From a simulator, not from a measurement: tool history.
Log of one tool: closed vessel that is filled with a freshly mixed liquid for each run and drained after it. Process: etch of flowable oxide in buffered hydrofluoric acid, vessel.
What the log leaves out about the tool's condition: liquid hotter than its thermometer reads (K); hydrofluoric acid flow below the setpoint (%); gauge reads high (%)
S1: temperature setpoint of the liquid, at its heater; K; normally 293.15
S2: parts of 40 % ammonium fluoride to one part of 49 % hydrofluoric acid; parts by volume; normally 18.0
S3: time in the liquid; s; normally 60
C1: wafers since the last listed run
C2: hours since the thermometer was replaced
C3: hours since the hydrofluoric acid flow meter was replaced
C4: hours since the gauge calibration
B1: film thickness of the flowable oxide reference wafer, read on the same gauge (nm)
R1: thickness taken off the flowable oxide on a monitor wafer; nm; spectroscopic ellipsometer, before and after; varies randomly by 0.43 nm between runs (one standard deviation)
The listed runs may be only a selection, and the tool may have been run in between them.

run,hour,S1,S2,S3,C1,C2,C3,C4,B1,R1
1,0.0,293.15,18.0,60,0,32.0,518.4,468.3,109.98,86.13
# hour 9.7: hydrofluoric acid flow meter replaced
2,49.0,293.15,18.0,60,4590,81.0,39.3,517.3,110.01,86.03
3,75.8,293.15,18.0,60,2563,107.8,66.1,544.1,110.02,86.89
4,136.7,293.15,21.0,60,5824,168.7,127.0,605.0,110.00,75.74
5,207.1,293.15,21.0,60,6732,239.1,197.4,675.4,110.00,76.39
6,237.2,293.15,21.0,60,2878,269.2,227.5,705.5,110.04,75.64
7,270.5,293.15,18.0,60,3184,302.5,260.8,738.8,110.02,87.82
8,309.9,293.15,18.0,60,3768,341.9,300.2,778.2,109.98,87.62
9,345.2,293.15,18.0,60,3375,377.2,335.5,813.5,110.01,88.85
10,415.8,293.15,18.0,60,6751,447.8,406.1,884.1,110.02,89.07
# hour 475.3: gauge calibrated
11,485.3,295.65,13.0,45,6646,517.3,475.6,10.0,110.01,107.06
12,541.7,293.15,18.0,60,5393,573.7,532.0,66.4,109.97,89.95
13,613.5,290.15,21.0,50,6866,645.5,603.8,138.2,110.00,55.28
# hour 669.7: hydrofluoric acid flow meter replaced
14,673.7,293.15,20.0,45,5661,705.7,4.0,198.4,109.98,61.47
# hour 697.8: thermometer replaced
15,723.4,293.15,18.0,60,4657,25.6,53.7,248.1,110.02,85.38
16,761.8,293.15,23.0,60,3672,64.0,92.1,286.5,109.99,70.34
17,787.7,290.15,24.5,60,2476,89.9,118.0,312.4,110.00,56.94
18,959.1,294.65,18.0,60,16392,261.3,289.4,483.8,109.98,95.16
19,1016.1,296.15,13.5,80,5451,318.3,346.4,540.8,109.99,184.50
20,1213.1,293.15,18.0,60,18840,515.3,543.4,737.8,109.97,88.38
21,1257.2,293.15,18.0,60,4217,559.4,587.5,781.9,109.99,89.64

Consider 3 possible next runs. They are alternatives, not a sequence: every one starts from the tool as it was left by run 21. What does each give?
A,1257.9,293.15,18.0,75,66,560.1,588.2,782.6,?,?
B,1257.9,290.15,21.5,45,66,560.1,588.2,782.6,?,?
C,1257.9,290.15,14.0,60,66,560.1,588.2,782.6,?,?

run,B1,R1
A,109.97,111.51
B,109.97,48.43
C,109.97,96.50
With the hidden condition removed and each run's random variation left untouched, the same runs would have given:
run,R1
A,105.85
B,45.93
C,91.52
